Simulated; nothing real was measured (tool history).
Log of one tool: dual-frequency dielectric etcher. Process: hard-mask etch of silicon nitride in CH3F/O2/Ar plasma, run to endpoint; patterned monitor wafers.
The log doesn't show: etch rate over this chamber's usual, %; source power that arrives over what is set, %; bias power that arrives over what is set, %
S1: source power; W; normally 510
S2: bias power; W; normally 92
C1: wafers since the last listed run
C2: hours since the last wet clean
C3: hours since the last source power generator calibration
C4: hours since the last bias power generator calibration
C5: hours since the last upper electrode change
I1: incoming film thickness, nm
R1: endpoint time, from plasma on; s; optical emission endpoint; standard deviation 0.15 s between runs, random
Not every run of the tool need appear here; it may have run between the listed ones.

run,hour,S1,S2,C1,C2,C3,C4,C5,I1,R1
1,0,510,92,0,144.1,4358.4,1578.8,2361.6,45.83,49.1
2,14.8,510,92,118,158.9,4373.2,1593.6,2376.4,45.93,49.2
3,48.8,510,92,272,192.9,4407.2,1627.6,2410.4,45.57,48.7
4,72.8,510,92,192,216.9,4431.2,1651.6,2434.4,45.6,48.4
5,106.8,600,92,272,250.9,4465.2,1685.6,2468.4,45.8,44.9
# hour 128.5: source power generator calibrated
6,129,600,92,145,273.1,0.5,1707.8,2490.6,46.01,45.2
7,142.9,600,92,111,287,14.4,1721.7,2504.5,45.44,44.6
8,160.7,510,92,142,304.8,32.2,1739.5,2522.3,46.05,49
# hour 176.5: bias power generator calibrated
9,177,510,92,98,321.1,48.5,0.5,2538.6,46.25,49.1
10,192.4,610,86,123,336.5,63.9,15.9,2554,46.16,45.5
11,205.2,510,92,102,349.3,76.7,28.7,2566.8,45.79,48.2
# hour 239: upper electrode replaced
# hour 244.7: wet clean of the chamber
12,245.2,510,84,82,0.5,116.7,68.7,6.2,45.79,51.1
13,250.6,380,76,43,5.9,122.1,74.1,11.6,45.65,61.7
14,278.5,390,92,223,33.8,150,102,39.5,45.54,57

Predict the results of run 15:
15,313.5,610,74,280,68.8,185,137,74.5,46.27,?

Logged for run 15: R1 48.4 s.
On a tool with no hidden condition, and with the same random variation, this run would have come out at R1 48.7 s.

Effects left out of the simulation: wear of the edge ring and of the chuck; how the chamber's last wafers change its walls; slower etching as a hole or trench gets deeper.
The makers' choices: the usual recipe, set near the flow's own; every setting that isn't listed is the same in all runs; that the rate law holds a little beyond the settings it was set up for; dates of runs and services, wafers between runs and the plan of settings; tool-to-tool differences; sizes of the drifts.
